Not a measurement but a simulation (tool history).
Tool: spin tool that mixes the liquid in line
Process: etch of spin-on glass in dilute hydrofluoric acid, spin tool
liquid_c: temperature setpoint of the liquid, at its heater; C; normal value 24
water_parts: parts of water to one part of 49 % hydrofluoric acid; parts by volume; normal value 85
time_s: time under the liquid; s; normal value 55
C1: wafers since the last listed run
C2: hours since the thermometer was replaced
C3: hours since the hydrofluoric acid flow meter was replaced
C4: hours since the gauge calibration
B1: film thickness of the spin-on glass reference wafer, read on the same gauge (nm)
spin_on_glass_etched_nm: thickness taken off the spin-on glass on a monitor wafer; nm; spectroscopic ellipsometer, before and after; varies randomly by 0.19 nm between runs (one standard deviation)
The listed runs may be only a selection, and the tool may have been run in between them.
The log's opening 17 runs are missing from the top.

run 18 hour=217 | liquid_c=24 water_parts=85 time_s=55 | C1=187 C2=30 C3=1241 C4=415.7 | B1=70.01 | spin_on_glass_etched_nm=30.52
run 19 hour=229.5 | liquid_c=20.5 water_parts=85 time_s=30 | C1=136 C2=42.5 C3=1253.5 C4=428.2 | B1=70.01 | spin_on_glass_etched_nm=14.23
-- hour=236.1 hydrofluoric acid flow meter replaced
run 20 hour=246.4 | liquid_c=24 water_parts=85 time_s=40 | C1=173 C2=59.4 C3=10.3 C4=445.1 | B1=70.01 | spin_on_glass_etched_nm=19.7
run 21 hour=257.4 | liquid_c=19.5 water_parts=70 time_s=85 | C1=119 C2=70.4 C3=21.3 C4=456.1 | B1=70.01 | spin_on_glass_etched_nm=43.27
run 22 hour=264.3 | liquid_c=28 water_parts=85 time_s=70 | C1=75 C2=77.3 C3=28.2 C4=463 | B1=69.99 | spin_on_glass_etched_nm=40.49
run 23 hour=274.2 | liquid_c=24 water_parts=60 time_s=85 | C1=107 C2=87.2 C3=38.1 C4=472.9 | B1=70.02 | spin_on_glass_etched_nm=61.61
run 24 hour=282.3 | liquid_c=20.5 water_parts=85 time_s=30 | C1=88 C2=95.3 C3=46.2 C4=481 | B1=70.01 | spin_on_glass_etched_nm=12.89
run 25 hour=300.2 | liquid_c=24 water_parts=85 time_s=55 | C1=195 C2=113.2 C3=64.1 C4=498.9 | B1=70 | spin_on_glass_etched_nm=27.6
-- hour=307 gauge calibrated
run 26 hour=310.3 | liquid_c=27.5 water_parts=85 time_s=55 | C1=110 C2=123.3 C3=74.2 C4=3.3 | B1=69.99 | spin_on_glass_etched_nm=31.21
run 27 hour=318.5 | liquid_c=20.5 water_parts=55 time_s=55 | C1=89 C2=131.5 C3=82.4 C4=11.5 | B1=69.99 | spin_on_glass_etched_nm=37.98
run 28 hour=326.6 | liquid_c=21 water_parts=105 time_s=30 | C1=88 C2=139.6 C3=90.5 C4=19.6 | B1=70 | spin_on_glass_etched_nm=10.42
run 29 hour=338.4 | liquid_c=21 water_parts=85 time_s=55 | C1=128 C2=151.4 C3=102.3 C4=31.4 | B1=70.02 | spin_on_glass_etched_nm=24.51
run 30 hour=362.3 | liquid_c=24 water_parts=85 time_s=30 | C1=260 C2=175.3 C3=126.2 C4=55.3 | B1=69.97 | spin_on_glass_etched_nm=15.05
run 31 hour=413.3 | liquid_c=26 water_parts=70 time_s=70 | C1=555 C2=226.3 C3=177.2 C4=106.3 | B1=70 | spin_on_glass_etched_nm=47.39
run 32 hour=428.2 | liquid_c=20.5 water_parts=85 time_s=30 | C1=162 C2=241.2 C3=192.1 C4=121.2 | B1=70 | spin_on_glass_etched_nm=13.11
run 33 hour=442 | liquid_c=26.5 water_parts=60 time_s=75 | C1=150 C2=255 C3=205.9 C4=135 | B1=69.98 | spin_on_glass_etched_nm=61.04

Below are 3 alternative next runs, each starting from the tool's condition after run 33. Predict each:
run A hour=442.4 | liquid_c=24 water_parts=85 time_s=55 | C1=4 C2=255.4 C3=206.3 C4=135.4 | B1=? | spin_on_glass_etched_nm=?
run B hour=442.4 | liquid_c=19 water_parts=60 time_s=55 | C1=4 C2=255.4 C3=206.3 C4=135.4 | B1=? | spin_on_glass_etched_nm=?
run C hour=442.4 | liquid_c=25.5 water_parts=85 time_s=25 | C1=4 C2=255.4 C3=206.3 C4=135.4 | B1=? | spin_on_glass_etched_nm=?

run=A B1=70.02 spin_on_glass_etched_nm=27.34
run=B B1=70.02 spin_on_glass_etched_nm=32.44
run=C B1=70.02 spin_on_glass_etched_nm=13.2
Stripped of hidden state, with their random variation kept, the same runs would have yielded:
run=A spin_on_glass_etched_nm=26.41
run=B spin_on_glass_etched_nm=31.37
run=C spin_on_glass_etched_nm=12.74
